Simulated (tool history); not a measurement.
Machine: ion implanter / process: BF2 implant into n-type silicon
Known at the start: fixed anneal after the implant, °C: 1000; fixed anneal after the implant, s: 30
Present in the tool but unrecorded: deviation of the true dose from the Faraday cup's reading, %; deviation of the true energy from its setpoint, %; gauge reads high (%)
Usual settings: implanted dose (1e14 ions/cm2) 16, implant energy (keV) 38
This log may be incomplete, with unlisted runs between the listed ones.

run,hour,implanted dose (1e14 ions/cm2),implant energy (keV),wafers since the last listed run,hours since the last dose calibration,hours since the extraction supply was calibrated,hours since the gauge calibration,"read-back reference wafer on the same gauge, sheet resistance",sheet resistance of the implanted and annealed layer (ohm/square)
1,0,16,41.5,0,173.3,5797.9,148.7,151.99,124.94
2,14.9,16,41.5,648,188.2,5812.8,163.6,152.07,124.8
3,20.9,16,41.5,261,194.2,5818.8,169.6,151.95,125.07
4,37,16,38,700,210.3,5834.9,185.7,151.95,129.7
5,51.3,16,38,622,224.6,5849.2,200,151.94,129.74
6,64.8,16,38,587,238.1,5862.7,213.5,151.99,130.17
7,82.6,16,38,774,255.9,5880.5,231.3,151.98,129.77
8,99.3,16,46.5,726,272.6,5897.2,248,151.99,118.59
9,113.2,16,38,605,286.5,5911.1,261.9,151.98,130.25
10,122.4,16,38,400,295.7,5920.3,271.1,152.01,129.92
11,136.9,14.89,38,631,310.2,5934.8,285.6,152.05,132.04
12,145.9,16,38,391,319.2,5943.8,294.6,151.99,129.85
13,158.4,17.51,38,544,331.7,5956.3,307.1,152.04,127.96
# hour 158.5: gauge calibrated
14,164.5,17.51,38,265,337.8,5962.4,6,152.02,127.65
15,175.8,16,31,491,349.1,5973.7,17.3,151.99,142.6
16,185.9,16,44.5,439,359.2,5983.8,27.4,151.98,121.34
17,200.2,16,44.5,622,373.5,5998.1,41.7,152.01,121.17
18,217.8,16,50.5,766,391.1,6015.7,59.3,152.05,114.7
19,234.6,18.47,42,731,407.9,6032.5,76.1,151.97,121.2
# hour 250.3: extraction supply calibrated
20,250.8,12.18,47.5,356,424.1,0.5,92.3,151.94,129.84
21,285.8,18.41,25,1523,459.1,35.5,127.3,151.97,154.32
22,302.1,16,38,709,475.4,51.8,143.6,151.99,130.24
23,312,13.89,38,430,485.3,61.7,153.5,152.01,134.81
24,319.5,18.85,28.5,326,492.8,69.2,161,152,144.77
# hour 341.5: Faraday cup replaced and dose calibrated
25,342,19.11,43,631,0.5,91.7,183.5,152.07,118.82
26,352.8,13.3,38,470,11.3,102.5,194.3,151.94,135.97
27,363.9,12.63,51,483,22.4,113.6,205.4,151.97,123.44
28,374,16,38,439,32.5,123.7,215.5,151.94,129.81
29,381.6,16,45,330,40.1,131.3,223.1,151.99,119.82
30,394.9,19.71,25,578,53.4,144.6,236.4,152,152.04
31,410.7,16,38,687,69.2,160.4,252.2,151.9,129.77
32,427.4,16,41.5,726,85.9,177.1,268.9,151.93,124.49
33,441.2,12.68,28.5,600,99.7,190.9,282.7,152.07,155.92
34,454.6,12.32,29.5,583,113.1,204.3,296.1,151.96,154.6

Each row is a separate what-if for the run after 34, all from the same tool condition, not one after another. Results?
A,455,16,30.5,17,113.5,204.7,296.5,?,?
B,455,12.69,46,17,113.5,204.7,296.5,?,?
C,455,12.08,25,17,113.5,204.7,296.5,?,?
D,455,13.62,49.5,17,113.5,204.7,296.5,?,?
E,455,17.75,32,17,113.5,204.7,296.5,?,?

run,"read-back reference wafer on the same gauge, sheet resistance",sheet resistance of the implanted and annealed layer (ohm/square)
A,152.01,143.46
B,152.01,128.41
C,152.01,166.24
D,152.01,121.45
E,152.01,138.2
The same runs, with their run-to-run variation unchanged, on a tool lacking any hidden condition would have given:
run,sheet resistance of the implanted and annealed layer (ohm/square)
A,143.32
B,128.11
C,165.96
D,121.19
E,138.1
